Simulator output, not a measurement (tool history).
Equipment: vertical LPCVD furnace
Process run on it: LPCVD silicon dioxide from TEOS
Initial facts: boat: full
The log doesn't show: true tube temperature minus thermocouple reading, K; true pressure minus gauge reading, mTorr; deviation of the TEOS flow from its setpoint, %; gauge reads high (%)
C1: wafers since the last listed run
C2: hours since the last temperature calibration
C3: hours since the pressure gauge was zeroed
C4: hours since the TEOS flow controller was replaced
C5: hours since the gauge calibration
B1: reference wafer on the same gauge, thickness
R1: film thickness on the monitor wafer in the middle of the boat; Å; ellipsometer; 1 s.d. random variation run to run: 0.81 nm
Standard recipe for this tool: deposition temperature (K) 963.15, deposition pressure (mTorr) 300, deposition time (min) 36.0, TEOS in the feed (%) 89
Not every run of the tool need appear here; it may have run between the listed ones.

{"run": 1, "hour": 0.0, "deposition temperature (K)": 963.15, "deposition pressure (mTorr)": 300, "deposition time (min)": 36.0, "TEOS in the feed (%)": 89, "C1": 0, "C2": 1531.8, "C3": 2150.3, "C4": 5019.0, "C5": 324.4, "B1": 240.82, "R1": 2491.9}
{"run": 2, "hour": 17.3, "deposition temperature (K)": 963.15, "deposition pressure (mTorr)": 300, "deposition time (min)": 36.0, "TEOS in the feed (%)": 89, "C1": 369, "C2": 1549.1, "C3": 2167.6, "C4": 5036.3, "C5": 341.7, "B1": 240.93, "R1": 2484.4}
{"run": 3, "hour": 32.3, "deposition temperature (K)": 963.15, "deposition pressure (mTorr)": 300, "deposition time (min)": 36.0, "TEOS in the feed (%)": 89, "C1": 320, "C2": 1564.1, "C3": 2182.6, "C4": 5051.3, "C5": 356.7, "B1": 240.76, "R1": 2486.4}
{"run": 4, "hour": 49.3, "deposition temperature (K)": 963.15, "deposition pressure (mTorr)": 300, "deposition time (min)": 36.0, "TEOS in the feed (%)": 96, "C1": 363, "C2": 1581.1, "C3": 2199.6, "C4": 5068.3, "C5": 373.7, "B1": 240.61, "R1": 2587.1}
{"run": 5, "hour": 55.7, "deposition temperature (K)": 963.15, "deposition pressure (mTorr)": 300, "deposition time (min)": 36.0, "TEOS in the feed (%)": 96, "C1": 136, "C2": 1587.5, "C3": 2206.0, "C4": 5074.7, "C5": 380.1, "B1": 240.65, "R1": 2589.2}
{"run": 6, "hour": 68.7, "deposition temperature (K)": 963.15, "deposition pressure (mTorr)": 300, "deposition time (min)": 36.0, "TEOS in the feed (%)": 96, "C1": 277, "C2": 1600.5, "C3": 2219.0, "C4": 5087.7, "C5": 393.1, "B1": 240.72, "R1": 2573.2}
{"run": 7, "hour": 81.6, "deposition temperature (K)": 967.15, "deposition pressure (mTorr)": 300, "deposition time (min)": 36.0, "TEOS in the feed (%)": 89, "C1": 275, "C2": 1613.4, "C3": 2231.9, "C4": 5100.6, "C5": 406.0, "B1": 240.84, "R1": 2737.7}
{"hour": 99.9, "done": "gauge calibrated"}
{"hour": 112.1, "done": "TEOS flow controller replaced"}
{"run": 8, "hour": 112.6, "deposition temperature (K)": 963.15, "deposition pressure (mTorr)": 270, "deposition time (min)": 36.0, "TEOS in the feed (%)": 97, "C1": 149, "C2": 1644.4, "C3": 2262.9, "C4": 0.5, "C5": 12.7, "B1": 240.81, "R1": 2475.8}
{"run": 9, "hour": 116.7, "deposition temperature (K)": 963.15, "deposition pressure (mTorr)": 300, "deposition time (min)": 36.0, "TEOS in the feed (%)": 89, "C1": 87, "C2": 1648.5, "C3": 2267.0, "C4": 4.6, "C5": 16.8, "B1": 240.85, "R1": 2495.2}
{"run": 10, "hour": 120.8, "deposition temperature (K)": 963.15, "deposition pressure (mTorr)": 300, "deposition time (min)": 36.0, "TEOS in the feed (%)": 89, "C1": 87, "C2": 1652.6, "C3": 2271.1, "C4": 8.7, "C5": 20.9, "B1": 240.89, "R1": 2485.3}
{"run": 11, "hour": 128.0, "deposition temperature (K)": 963.15, "deposition pressure (mTorr)": 300, "deposition time (min)": 36.0, "TEOS in the feed (%)": 89, "C1": 153, "C2": 1659.8, "C3": 2278.3, "C4": 15.9, "C5": 28.1, "B1": 240.66, "R1": 2485.4}
{"run": 12, "hour": 134.8, "deposition temperature (K)": 963.15, "deposition pressure (mTorr)": 300, "deposition time (min)": 36.0, "TEOS in the feed (%)": 89, "C1": 145, "C2": 1666.6, "C3": 2285.1, "C4": 22.7, "C5": 34.9, "B1": 240.9, "R1": 2490.9}
{"run": 13, "hour": 141.2, "deposition temperature (K)": 963.15, "deposition pressure (mTorr)": 300, "deposition time (min)": 36.0, "TEOS in the feed (%)": 89, "C1": 136, "C2": 1673.0, "C3": 2291.5, "C4": 29.1, "C5": 41.3, "B1": 241.11, "R1": 2492.0}
{"run": 14, "hour": 158.1, "deposition temperature (K)": 963.15, "deposition pressure (mTorr)": 300, "deposition time (min)": 36.0, "TEOS in the feed (%)": 89, "C1": 360, "C2": 1689.9, "C3": 2308.4, "C4": 46.0, "C5": 58.2, "B1": 241.13, "R1": 2488.2}
{"run": 15, "hour": 169.7, "deposition temperature (K)": 963.15, "deposition pressure (mTorr)": 230, "deposition time (min)": 44.0, "TEOS in the feed (%)": 97, "C1": 247, "C2": 1701.5, "C3": 2320.0, "C4": 57.6, "C5": 69.8, "B1": 240.77, "R1": 2789.7}
{"run": 16, "hour": 182.9, "deposition temperature (K)": 963.15, "deposition pressure (mTorr)": 345, "deposition time (min)": 40.5, "TEOS in the feed (%)": 81, "C1": 281, "C2": 1714.7, "C3": 2333.2, "C4": 70.8, "C5": 83.0, "B1": 241.54, "R1": 2864.4}
{"hour": 216.4, "done": "pressure gauge zeroed"}
{"run": 17, "hour": 216.9, "deposition temperature (K)": 974.15, "deposition pressure (mTorr)": 300, "deposition time (min)": 36.0, "TEOS in the feed (%)": 89, "C1": 213, "C2": 1748.7, "C3": 0.5, "C4": 104.8, "C5": 117.0, "B1": 241.04, "R1": 3240.8}
{"run": 18, "hour": 220.9, "deposition temperature (K)": 963.15, "deposition pressure (mTorr)": 230, "deposition time (min)": 36.0, "TEOS in the feed (%)": 89, "C1": 47, "C2": 1752.7, "C3": 4.5, "C4": 108.8, "C5": 121.0, "B1": 241.04, "R1": 2189.0}
{"hour": 243.1, "done": "thermocouples replaced and temperature profile calibrated"}
{"run": 19, "hour": 243.6, "deposition temperature (K)": 963.15, "deposition pressure (mTorr)": 300, "deposition time (min)": 36.0, "TEOS in the feed (%)": 89, "C1": 10, "C2": 0.5, "C3": 27.2, "C4": 131.5, "C5": 143.7, "B1": 241.22, "R1": 2631.8}

Estimate the outcome of run 20 from the log above:
{"run": 20, "hour": 247.7, "deposition temperature (K)": 963.15, "deposition pressure (mTorr)": 300, "deposition time (min)": 27.0, "TEOS in the feed (%)": 89, "C1": 87, "C2": 4.6, "C3": 31.3, "C4": 135.6, "C5": 147.8, "B1": "?", "R1": "?"}

{"run 20": {"B1": 240.93, "R1": 1986.0}}
Without the tool's hidden state the same run would have given R1 1767.6 Å.
